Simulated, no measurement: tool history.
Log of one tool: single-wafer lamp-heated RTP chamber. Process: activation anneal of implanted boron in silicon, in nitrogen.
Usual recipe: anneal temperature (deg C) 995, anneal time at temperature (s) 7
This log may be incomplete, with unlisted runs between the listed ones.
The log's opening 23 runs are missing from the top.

run      day  anneal temperature (deg C)  anneal time at temperature (s)  wafers since the last listed run  wafers since the last pyrometer calibration  wafers since the reflector plate was cleaned  hours since the gauge calibration  read-back reference wafer on the same gauge, sheet resistance  sheet resistance of the implanted and annealed layer (ohm/square)
      69.100  -- pyrometer window cleaned and pyrometer calibrated
 24   70.504                         995                               7                               908                                          432                                          2229                             1279.2                                                         310.66                                                             336.56
 25   72.908                         995                               7                               741                                         1174                                          2970                             1336.9                                                         310.78                                                             334.13
 26   77.342                         974                               8                              1366                                         2540                                          4336                             1443.3                                                         311.18                                                             346.37
 27   79.629                        1010                               9                               705                                         3245                                          5042                             1498.2                                                         311.36                                                             327.85
 28   81.150                         995                               7                               468                                         3714                                          5510                             1534.7                                                         311.00                                                             331.31
 29   84.021                         980                               5                               884                                         4599                                          6395                             1603.6                                                         311.15                                                             341.89
 30   87.971                         995                               7                              1217                                         5817                                          7613                             1698.4                                                         311.00                                                             331.83
 31   89.612                         995                               7                               506                                         6323                                          8119                             1737.8                                                         311.22                                                             330.48
 32   93.421                         995                              10                              1173                                         7497                                          9293                             1829.2                                                         310.81                                                             330.18
      95.800  -- reflector plate cleaned
 33   95.821                         995                               7                               637                                         8134                                             5                             1886.8                                                         310.80                                                             328.82
      96.583  -- pyrometer window cleaned and pyrometer calibrated
 34   97.183                         995                               5                               317                                          184                                           323                             1919.5                                                         311.26                                                             335.48
 35   99.712                         982                              10                               779                                          964                                          1102                             1980.2                                                         311.13                                                             340.98
 36  103.929                         983                               3                              1299                                         2263                                          2402                             2081.4                                                         310.92                                                             340.84

Forecast each of these 4 alternatives for the next run:
  A  103.946                         995                               7                                 5                                         2269                                          2407                             2081.8                                                              ?                                                                  ?
  B  103.946                         971                               8                                 5                                         2269                                          2407                             2081.8                                                              ?                                                                  ?
  C  103.946                         971                               6                                 5                                         2269                                          2407                             2081.8                                                              ?                                                                  ?
  D  103.946                        1010                              10                                 5                                         2269                                          2407                             2081.8                                                              ?                                                                  ?

run  read-back reference wafer on the same gauge, sheet resistance  sheet resistance of the implanted and annealed layer (ohm/square)
  A                                                         311.06                                                             330.13
  B                                                         311.06                                                             348.13
  C                                                         311.06                                                             350.19
  D                                                         311.06                                                             325.18
Stripped of hidden state, with their random variation kept, the same runs would have yielded:
run  sheet resistance of the implanted and annealed layer (ohm/square)
  A                                                             334.74
  B                                                             361.96
  C                                                             364.49
  D                                                             326.94
